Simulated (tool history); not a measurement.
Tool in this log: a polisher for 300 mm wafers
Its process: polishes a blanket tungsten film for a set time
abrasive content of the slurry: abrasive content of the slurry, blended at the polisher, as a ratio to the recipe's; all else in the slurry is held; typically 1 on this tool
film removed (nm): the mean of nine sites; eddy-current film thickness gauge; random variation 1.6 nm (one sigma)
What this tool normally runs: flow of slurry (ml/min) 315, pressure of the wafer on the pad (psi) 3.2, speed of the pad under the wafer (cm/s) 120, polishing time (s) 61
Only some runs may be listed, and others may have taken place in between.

run	day	flow of slurry (ml/min)	pressure of the wafer on the pad (psi)	speed of the pad under the wafer (cm/s)	abrasive content of the slurry	polishing time (s)	incoming thickness of the incoming film, nm	film removed (nm)
1	0	315	3.2	120	1	61	885.2	261.4
# day 1.838: worn pad replaced by a new one
2	2.017	315	3.2	120	1	61	907	258.8
# day 3.983: slurry blender recalibrated
3	6.475	315	3.2	96	1	61	901.5	211.9
4	8.954	315	3.2	96	1	61	900.6	212
5	11.954	315	3.2	120	1	61	896.1	250.8
# day 12.346: slurry tank refilled with fresh slurry and peroxide
6	13.496	315	3.2	120	1	61	898.7	263.1
# day 14.767: worn pad replaced by a new one
7	15.562	260	3.2	120	1	61	905.7	255.6
# day 15.783: slurry blender recalibrated
8	17.342	315	2.6	92	1	61	901.5	165.8
9	19.108	315	2.6	92	1	61	902.6	165.3
# day 19.712: slurry nozzle cleaned
10	21.183	315	2.6	92	1	61	908.6	163.8
11	24.112	315	3.2	120	1	61	902.5	253.5
12	25.542	315	2.8	120	1	61	886.2	219.1
# day 26.2: slurry tank refilled with fresh slurry and peroxide
# day 26.725: slurry blender recalibrated
# day 28.183: worn pad replaced by a new one
13	28.204	315	3.2	96	1	53	883.7	188.1

Run 14, settings as shown, results not yet in. Your forecast:
14	31.012	315	3.2	120	1	61	900.4	?

Logged for run 14: film removed (nm) 254.4.
With the hidden condition absent and the run-to-run variation left alone, this run would have shown film removed (nm) 265.8.
